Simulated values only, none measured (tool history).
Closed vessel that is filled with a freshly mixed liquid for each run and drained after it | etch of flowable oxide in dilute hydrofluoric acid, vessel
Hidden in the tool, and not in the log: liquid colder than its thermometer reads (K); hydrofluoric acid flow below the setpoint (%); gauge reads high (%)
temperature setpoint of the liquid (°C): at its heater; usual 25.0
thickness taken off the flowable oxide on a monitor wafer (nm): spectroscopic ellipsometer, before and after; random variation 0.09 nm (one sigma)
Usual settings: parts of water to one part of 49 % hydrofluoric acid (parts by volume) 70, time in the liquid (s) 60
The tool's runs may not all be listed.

run     day  temperature setpoint of the liquid (°C)  parts of water to one part of 49 % hydrofluoric acid (parts by volume)  time in the liquid (s)  wafers since the last listed run  hours since the thermometer was replaced  hours since the hydrofluoric acid flow meter was replaced  hours since the gauge calibration  read-back film thickness of the flowable oxide reference wafer, read on the same gauge (nm)  thickness taken off the flowable oxide on a monitor wafer (nm)
  1   0.000                                     25.0                                                                      70                      60                                 0                                     607.8                                                     1344.2                              668.8                                                                                       119.99                                                           26.21
  2   4.083                                     25.0                                                                      70                      60                             13769                                     705.8                                                     1442.2                              766.8                                                                                       120.00                                                           26.16
  3   6.750                                     25.0                                                                      70                      60                              8992                                     769.8                                                     1506.2                              830.8                                                                                       119.98                                                           26.05
  4   8.988                                     25.0                                                                      70                      35                              7545                                     823.5                                                     1559.9                              884.5                                                                                       119.98                                                           15.31
  5  12.083                                     25.0                                                                      70                      35                             10439                                     897.8                                                     1634.2                              958.8                                                                                       120.03                                                           15.25
  6  13.658                                     25.0                                                                      70                      35                              5311                                     935.6                                                     1672.0                              996.6                                                                                       120.00                                                           15.23
  7  17.792                                     25.0                                                                      90                      40                             13938                                    1034.8                                                     1771.2                             1095.8                                                                                       120.02                                                           13.10
     20.612  -- gauge calibrated
     20.933  -- hydrofluoric acid flow meter replaced
  8  21.429                                     25.0                                                                      90                      40                             12125                                    1122.1                                                       11.9                               19.6                                                                                       120.03                                                           13.17
  9  23.912                                     29.0                                                                      85                      30                              8374                                    1181.7                                                       71.5                               79.2                                                                                       120.00                                                           12.24
 10  27.083                                     25.0                                                                      70                      60                             10692                                    1257.8                                                      147.6                              155.3                                                                                       119.97                                                           25.81
 11  29.817                                     28.5                                                                      70                      30                              9217                                    1323.4                                                      213.2                              220.9                                                                                       120.00                                                           14.91
 12  31.646                                     20.5                                                                      40                      60                              6168                                    1367.3                                                      257.1                              264.8                                                                                       119.99                                                           38.87
     34.088  -- thermometer replaced
 13  35.371                                     25.0                                                                      70                      60                             12421                                      30.8                                                      346.5                              354.2                                                                                       120.02                                                           26.37
 14  37.417                                     25.0                                                                      70                      60                              6899                                      79.9                                                      395.6                              403.3                                                                                       120.02                                                           26.68
 15  40.400                                     25.0                                                                      70                      90                             10060                                     151.5                                                      467.2                              474.9                                                                                       120.00                                                           39.41
 16  42.275                                     25.0                                                                      70                      70                              6322                                     196.5                                                      512.2                              519.9                                                                                       119.98                                                           30.98
 17  44.675                                     25.0                                                                      70                      40                              8093                                     254.1                                                      569.8                              577.5                                                                                       120.01                                                           17.58

Measured less the same run without the tool's hidden state. The same run-to-run variation is in both; the gauge's scatter may not be:
run  thickness taken off the flowable oxide on a monitor wafer (nm)
  1                                                           -0.37
  2                                                           -0.42
  3                                                           -0.44
  4                                                           -0.27
  5                                                           -0.28
  6                                                           -0.30
  7                                                           -0.27
  8                                                           -0.29
  9                                                           -0.27
 10                                                           -0.65
 11                                                           -0.37
 12                                                           -1.09
 13                                                           -0.06
 14                                                           -0.09
 15                                                           -0.18
 16                                                           -0.17
 17                                                           -0.10
